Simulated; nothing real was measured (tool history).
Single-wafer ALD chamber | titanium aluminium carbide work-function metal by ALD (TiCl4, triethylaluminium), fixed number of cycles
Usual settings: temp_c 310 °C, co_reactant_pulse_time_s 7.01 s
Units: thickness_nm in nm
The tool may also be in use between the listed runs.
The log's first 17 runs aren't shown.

run	hour	temp_c	co_reactant_pulse_time_s	wafers since the last listed run	hours since the last thermocouple change	hours since the last triethylaluminium bottle change	hours since the showerhead was replaced	hours since the gauge calibration	read-back reference wafer on the same gauge, thickness_nm	thickness_nm
18	1303.8	310	7.01	1268	225.1	509.4	7661.4	1887.8	1.481	1.805
19	1352.2	310	7.01	623	273.5	557.8	7709.8	1936.2	1.484	1.805
# hour 1428.4: showerhead replaced
20	1437.6	303	6.15	996	358.9	643.2	9.2	2021.6	1.483	1.705
21	1542.2	318	4.63	1346	463.5	747.8	113.8	2126.2	1.486	1.726
22	1638.7	310	8.08	1242	560.0	844.3	210.3	2222.7	1.486	1.848
# hour 1692.8: gauge calibrated
23	1740.0	324	7.01	1304	661.3	945.6	311.6	47.2	1.452	1.884
24	1805.1	321	8.35	838	726.4	1010.7	376.7	112.3	1.455	1.916
25	1871.5	297	5.84	854	792.8	1077.1	443.1	178.7	1.455	1.609
26	2074.3	321	9.56	2610	995.6	1279.9	645.9	381.5	1.458	1.948
27	2129.5	316	8.58	710	1050.8	1335.1	701.1	436.7	1.460	1.883
28	2222.1	318	4.26	1192	1143.4	1427.7	793.7	529.3	1.460	1.667
29	2324.2	322	4.86	1314	1245.5	1529.8	895.8	631.4	1.463	1.748
30	2364.7	320	7.77	521	1286.0	1570.3	936.3	671.9	1.462	1.893
31	2457.1	310	7.01	1189	1378.4	1662.7	1028.7	764.3	1.464	1.780
32	2544.9	310	8.23	1130	1466.2	1750.5	1116.5	852.1	1.465	1.828
33	2622.8	302	7.01	1002	1544.1	1828.4	1194.4	930.0	1.466	1.713

4 ways to go on from here, each from the tool as it stands after run 33. What would each give?
A	2623.2	310	7.01	5	1544.5	1828.8	1194.8	930.4	?	?
B	2623.2	324	9.57	5	1544.5	1828.8	1194.8	930.4	?	?
C	2623.2	317	9.52	5	1544.5	1828.8	1194.8	930.4	?	?
D	2623.2	300	9.54	5	1544.5	1828.8	1194.8	930.4	?	?

run	read-back reference wafer on the same gauge, thickness_nm	thickness_nm
A	1.465	1.789
B	1.465	1.997
C	1.465	1.933
D	1.465	1.781
Without the tool's hidden state the same runs would have given:
run	thickness_nm
A	1.782
B	1.989
C	1.925
D	1.774
